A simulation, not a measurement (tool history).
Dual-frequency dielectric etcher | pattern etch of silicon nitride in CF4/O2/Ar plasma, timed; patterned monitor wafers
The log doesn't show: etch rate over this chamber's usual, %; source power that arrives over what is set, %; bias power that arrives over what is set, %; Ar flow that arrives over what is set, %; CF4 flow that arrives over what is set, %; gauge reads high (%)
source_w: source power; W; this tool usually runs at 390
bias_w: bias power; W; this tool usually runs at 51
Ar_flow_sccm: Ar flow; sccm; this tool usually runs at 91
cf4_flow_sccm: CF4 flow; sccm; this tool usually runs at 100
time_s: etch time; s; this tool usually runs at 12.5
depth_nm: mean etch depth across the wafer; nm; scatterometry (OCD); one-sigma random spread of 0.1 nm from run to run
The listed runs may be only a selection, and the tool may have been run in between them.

run   hour  source_w  bias_w  Ar_flow_sccm  cf4_flow_sccm  time_s  wafers since the last listed run  hours since the last wet clean  hours since the last source power generator calibration  hours since the last bias power generator calibration  hours since the last Ar flow controller change  hours since the last CF4 flow controller change  hours since the last upper electrode change  hours since the gauge calibration  read-back reference wafer on the same gauge, depth_nm  depth_nm
  1      0       390      51            91             80    12.5                                 0                            56.8                                                     2930                                                 4200.8                                          2421.1                                           2364.2                                       4716.6                              819.8                                                  21.97     17.94
  2   35.4       390      51            91            100    12.5                               834                            92.2                                                   2965.4                                                 4236.2                                          2456.5                                           2399.6                                         4752                              855.2                                                  22.02     18.19
  3   65.8       390      62           104            100    12.5                               716                           122.6                                                   2995.8                                                 4266.6                                          2486.9                                             2430                                       4782.4                              885.6                                                  21.98     18.97
  4   99.4       390      40            91            100    12.5                               792                           156.2                                                   3029.4                                                 4300.2                                          2520.5                                           2463.6                                         4816                              919.2                                                  22.01     17.21
     110.3  -- source power generator calibrated
     112.9  -- gauge calibrated
  5  129.7       390      51           112             77    10.5                               619                           186.5                                                     19.4                                                 4330.5                                          2550.8                                           2493.9                                       4846.3                               16.8                                                  21.93     14.66
  6  151.2       390      45           109            112      15                               506                             208                                                     40.9                                                   4352                                          2572.3                                           2515.4                                       4867.8                               38.3                                                  21.98     20.77
  7  181.8       390      62            70             91    12.5                               721                           238.6                                                     71.5                                                 4382.6                                          2602.9                                             2546                                       4898.4                               68.9                                                     22     19.42
  8  194.9       360      51            91            100    12.5                               308                           251.7                                                     84.6                                                 4395.7                                            2616                                           2559.1                                       4911.5                                 82                                                  22.04     16.96
  9    217       390      41            91            100    14.5                               520                           273.8                                                    106.7                                                 4417.8                                          2638.1                                           2581.2                                       4933.6                              104.1                                                     22     19.77
     243.9  -- CF4 flow controller replaced
 10  244.4       390      41           109             85     8.5                               504                           301.2                                                    134.1                                                 4445.2                                          2665.5                                              0.5                                         4961                              131.5                                                  21.94     11.26
     269.9  -- bias power generator calibrated
     284.1  -- Ar flow controller replaced
     291.7  -- upper electrode replaced
 11  292.2       390      39           104            113    12.5                               711                             349                                                    181.9                                                   22.3                                             8.1                                             48.3                                          0.5                              179.3                                                  21.96     16.67
 12  304.1       390      51            91            100    12.5                               280                           360.9                                                    193.8                                                   34.2                                              20                                             60.2                                         12.4                              191.2                                                  22.01     17.99
 13  323.4       390      51            91             88    12.5                               454                           380.2                                                    213.1                                                   53.5                                            39.3                                             79.5                                         31.7                              210.5                                                  21.98     17.74
 14  343.7       390      51            91            111    12.5                               478                           400.5                                                    233.4                                                   73.8                                            59.6                                             99.8                                           52                              230.8                                                  22.02     18.19
 15  355.8       480      51            71            100      15                               285                           412.6                                                    245.5                                                   85.9                                            71.7                                            111.9                                         64.1                              242.9                                                  22.01     25.87
 16  368.2       390      51            91            100    12.5                               292                             425                                                    257.9                                                   98.3                                            84.1                                            124.3                                         76.5                              255.3                                                     22        18
 17  404.7       360      40            91             84    12.5                               860                           461.5                                                    294.4                                                  134.8                                           120.6                                            160.8                                          113                              291.8                                                     22     15.47
 18  428.2       390      51            91            100    12.5                               553                             485                                                    317.9                                                  158.3                                           144.1                                            184.3                                        136.5                              315.3                                                     22     17.85
 19  456.6       390      51            91            100    12.5                               669                           513.4                                                    346.3                                                  186.7                                           172.5                                            212.7                                        164.9                              343.7                                                  22.02        18
 20  491.4       390      41            91            100    12.5                               820                           548.2                                                    381.1                                                  221.5                                           207.3                                            247.5                                        199.7                              378.5                                                  22.05     16.79
     515.5  -- wet clean of the chamber
 21    516       390      51            83             84    12.5                                14                             0.5                                                    405.7                                                  246.1                                           231.9                                            272.1                                        224.3                              403.1                                                  21.98     18.12
 22  529.7       390      51            73             91    12.5                               322                            14.2                                                    419.4                                                  259.8                                           245.6                                            285.8                                          238                              416.8                                                  22.01     18.44

Alternative continuations, all from the tool just after run 22; predict every row:
  A  530.1       390      51           106            100    12.5                                 9                            14.6                                                    419.8                                                  260.2                                             246                                            286.2                                        238.4                              417.2                                                      ?         ?
  B  530.1       330      51            81            100    15.5                                 9                            14.6                                                    419.8                                                  260.2                                             246                                            286.2                                        238.4                              417.2                                                      ?         ?
  C  530.1       460      51            91            123    12.5                                 9                            14.6                                                    419.8                                                  260.2                                             246                                            286.2                                        238.4                              417.2                                                      ?         ?

run  read-back reference wafer on the same gauge, depth_nm  depth_nm
  A                                                  21.99     18.21
  B                                                  21.99     20.18
  C                                                  21.99     21.54
With the hidden condition removed and each run's random variation left untouched, the same runs would have given:
run  depth_nm
  A     18.25
  B     20.21
  C     21.58
